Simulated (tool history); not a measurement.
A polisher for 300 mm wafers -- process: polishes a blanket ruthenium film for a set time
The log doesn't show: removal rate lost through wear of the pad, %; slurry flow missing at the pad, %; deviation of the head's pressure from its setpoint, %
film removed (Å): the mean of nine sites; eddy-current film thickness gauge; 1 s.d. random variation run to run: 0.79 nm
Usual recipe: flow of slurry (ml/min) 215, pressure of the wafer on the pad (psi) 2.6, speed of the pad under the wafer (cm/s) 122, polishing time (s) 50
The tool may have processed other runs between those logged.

| run | hour | flow of slurry (ml/min) | pressure of the wafer on the pad (psi) | speed of the pad under the wafer (cm/s) | polishing time (s) | wafers since the last listed run | wafers polished on this pad | hours since the slurry nozzle was cleaned | hours since the head pressure was calibrated | incoming thickness of the incoming film, nm | film removed (Å) |
|---|---|---|---|---|---|---|---|---|---|---|---|
| 1 | 0.0 | 215 | 2.6 | 122 | 50 | 0 | 297 | 647.0 | 1288.6 | 598.6 | 886 |
| 2 | 30.7 | 165 | 2.9 | 122 | 50 | 446 | 743 | 677.7 | 1319.3 | 591.6 | 951 |
| 3 | 84.4 | 185 | 2.6 | 122 | 50 | 780 | 1524 | 731.4 | 1373.0 | 612.0 | 870 |
|  | 99.2 | worn pad replaced by a new one |
| 4 | 113.8 | 215 | 2.6 | 122 | 50 | 369 | 211 | 760.8 | 1402.4 | 605.4 | 885 |
| 5 | 185.4 | 215 | 2.6 | 122 | 50 | 1040 | 1252 | 832.4 | 1474.0 | 592.5 | 884 |
|  | 224.9 | worn pad replaced by a new one |
| 6 | 225.4 | 215 | 2.6 | 122 | 50 | 523 | 7 | 872.4 | 1514.0 | 608.7 | 866 |
| 7 | 251.2 | 215 | 2.6 | 122 | 50 | 375 | 382 | 898.2 | 1539.8 | 606.7 | 862 |
|  | 272.9 | slurry nozzle cleaned |
|  | 285.1 | head pressure recalibrated |
| 8 | 285.6 | 215 | 2.6 | 122 | 50 | 456 | 838 | 12.7 | 0.5 | 591.7 | 792 |
| 9 | 331.9 | 140 | 3.4 | 160 | 63 | 673 | 1511 | 59.0 | 46.8 | 592.6 | 1448 |
|  | 347.2 | worn pad replaced by a new one |
| 10 | 376.1 | 255 | 2.3 | 104 | 50 | 584 | 420 | 103.2 | 91.0 | 588.0 | 615 |
| 11 | 401.1 | 185 | 2.1 | 122 | 50 | 363 | 783 | 128.2 | 116.0 | 600.7 | 601 |
|  | 428.3 | slurry nozzle cleaned, repeated, since the last time left the tool worse |
| 12 | 433.5 | 270 | 2.9 | 110 | 41 | 456 | 1240 | 5.2 | 148.4 | 598.2 | 775 |
| 13 | 461.4 | 215 | 1.9 | 122 | 55 | 405 | 1645 | 33.1 | 176.3 | 608.9 | 732 |
|  | 465.6 | worn pad replaced by a new one |
| 14 | 532.5 | 215 | 2.6 | 122 | 50 | 975 | 972 | 104.2 | 247.4 | 599.7 | 901 |
| 15 | 588.9 | 215 | 2.6 | 122 | 50 | 819 | 1792 | 160.6 | 303.8 | 607.0 | 916 |
|  | 599.3 | worn pad replaced by a new one |
| 16 | 660.2 | 270 | 1.9 | 122 | 50 | 978 | 885 | 231.9 | 375.1 | 602.2 | 683 |
| 17 | 689.0 | 145 | 2.9 | 160 | 50 | 418 | 1304 | 260.7 | 403.9 | 596.5 | 1248 |

For each entry between runs, how does the tool's hidden state at the last listed run before it compare with that at the first listed run after it?
In the gap between runs 3 and 4: worn pad replaced by a new one (hour 99.2)
  slurry flow missing at the pad, %: 19.4 -> 20.9
  measured less the result without the state, film removed (Å): -35 -> -33
In the gap between runs 5 and 6: worn pad replaced by a new one (hour 224.9)
  slurry flow missing at the pad, %: 24.8 -> 27.2
  measured less the result without the state, film removed (Å): -42 -> -47
In the gap between runs 7 and 8: slurry nozzle cleaned (hour 272.9); head pressure recalibrated (hour 285.1)
  slurry flow missing at the pad, %: 28.7 -> 51.2
  measured less the result without the state, film removed (Å): -51 -> -133
In the gap between runs 9 and 10: worn pad replaced by a new one (hour 347.2)
  slurry flow missing at the pad, %: 51.3 -> 51.6
  measured less the result without the state, film removed (Å): -390 -> -88
In the gap between runs 11 and 12: slurry nozzle cleaned, repeated, since the last time left the tool worse (hour 428.3)
  slurry flow missing at the pad, %: 51.8 -> 0.189
  measured less the result without the state, film removed (Å): -122 -> +0
In the gap between runs 13 and 14: worn pad replaced by a new one (hour 465.6)
  slurry flow missing at the pad, %: 0.226 -> 0.561
  measured less the result without the state, film removed (Å): +0 -> +0
In the gap between runs 15 and 16: worn pad replaced by a new one (hour 599.3)
  slurry flow missing at the pad, %: 1.07 -> 2.04
  measured less the result without the state, film removed (Å): -1 -> -1
